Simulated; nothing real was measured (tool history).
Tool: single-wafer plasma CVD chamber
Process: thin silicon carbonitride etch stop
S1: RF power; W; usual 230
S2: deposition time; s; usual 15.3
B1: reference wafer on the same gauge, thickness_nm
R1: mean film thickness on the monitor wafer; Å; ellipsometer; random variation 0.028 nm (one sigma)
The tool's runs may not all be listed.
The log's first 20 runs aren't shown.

run 21 hour=1082.2 | S1=230 S2=15.3 | B1=7.648 | R1=91.03
run 22 hour=1125.6 | S1=185 S2=16.8 | B1=7.652 | R1=94.93
run 23 hour=1153.6 | S1=260 S2=13.8 | B1=7.650 | R1=83.40
-- hour=1199.4 gauge calibrated
run 24 hour=1223.1 | S1=230 S2=15.3 | B1=7.648 | R1=89.48
run 25 hour=1266.9 | S1=230 S2=14.0 | B1=7.652 | R1=82.69
run 26 hour=1376.7 | S1=230 S2=15.3 | B1=7.651 | R1=90.51
run 27 hour=1439.5 | S1=255 S2=12.9 | B1=7.656 | R1=77.12
run 28 hour=1505.0 | S1=190 S2=13.2 | B1=7.649 | R1=74.07
run 29 hour=1545.3 | S1=230 S2=13.1 | B1=7.648 | R1=76.42
-- hour=1585.6 showerhead replaced
-- hour=1585.9 RF generator calibrated
run 30 hour=1601.5 | S1=255 S2=17.5 | B1=7.649 | R1=105.82
run 31 hour=1651.7 | S1=230 S2=15.3 | B1=7.654 | R1=91.04
run 32 hour=1825.2 | S1=260 S2=14.0 | B1=7.651 | R1=85.48

The next listed run, before its measurement:
run 33 hour=1869.3 | S1=230 S2=12.6 | B1=? | R1=?

B1: 7.656
R1: 75.03 Å
Without the tool's hidden state the same run would have given R1 75.13 Å.
